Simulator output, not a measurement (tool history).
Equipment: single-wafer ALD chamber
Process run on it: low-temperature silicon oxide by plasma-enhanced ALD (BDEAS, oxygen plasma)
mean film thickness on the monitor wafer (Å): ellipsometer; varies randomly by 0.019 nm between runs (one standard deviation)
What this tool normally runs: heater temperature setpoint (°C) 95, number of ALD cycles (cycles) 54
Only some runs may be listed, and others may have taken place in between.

| run | hour | heater temperature setpoint (°C) | number of ALD cycles (cycles) | read-back reference wafer on the same gauge, thickness_nm | mean film thickness on the monitor wafer (Å) |
|---|---|---|---|---|---|
| 1 | 0.0 | 95 | 62 | 7.448 | 87.97 |
| 2 | 14.1 | 95 | 62 | 7.453 | 88.29 |
| 3 | 24.5 | 85 | 54 | 7.451 | 80.18 |
| 4 | 38.4 | 85 | 54 | 7.452 | 80.21 |
| 5 | 44.6 | 99 | 54 | 7.453 | 75.73 |
| 6 | 96.2 | 99 | 54 | 7.457 | 75.87 |
| 7 | 108.3 | 99 | 54 | 7.454 | 75.83 |
| 8 | 120.0 | 95 | 54 | 7.453 | 76.67 |
| 9 | 131.2 | 95 | 54 | 7.443 | 77.10 |
| 10 | 138.7 | 95 | 54 | 7.452 | 76.83 |
| 11 | 146.1 | 100 | 50 | 7.446 | 69.56 |
| 12 | 154.1 | 110 | 46 | 7.442 | 63.13 |
|  | 166.5 | thermocouple changed; heater temperature recalibrated |
| 13 | 167.0 | 89 | 45 | 7.455 | 65.71 |
|  | 204.2 | gauge calibrated |
| 14 | 213.7 | 95 | 54 | 7.448 | 76.84 |
| 15 | 221.2 | 99 | 54 | 7.455 | 75.76 |
| 16 | 232.1 | 95 | 54 | 7.450 | 76.91 |
| 17 | 238.7 | 89 | 45 | 7.455 | 65.74 |
| 18 | 249.3 | 101 | 59 | 7.443 | 82.31 |
| 19 | 264.6 | 95 | 44 | 7.443 | 62.97 |
| 20 | 277.8 | 100 | 62 | 7.444 | 86.95 |
| 21 | 286.4 | 95 | 54 | 7.449 | 77.33 |
| 22 | 303.1 | 100 | 51 | 7.457 | 71.53 |
| 23 | 311.7 | 81 | 57 | 7.450 | 85.56 |

What the log doesn't show, run by run:
wafer temperature above the value expected at the setpoint (K): 0, the same for each run
gauge reads high (%): 0, the same for each run
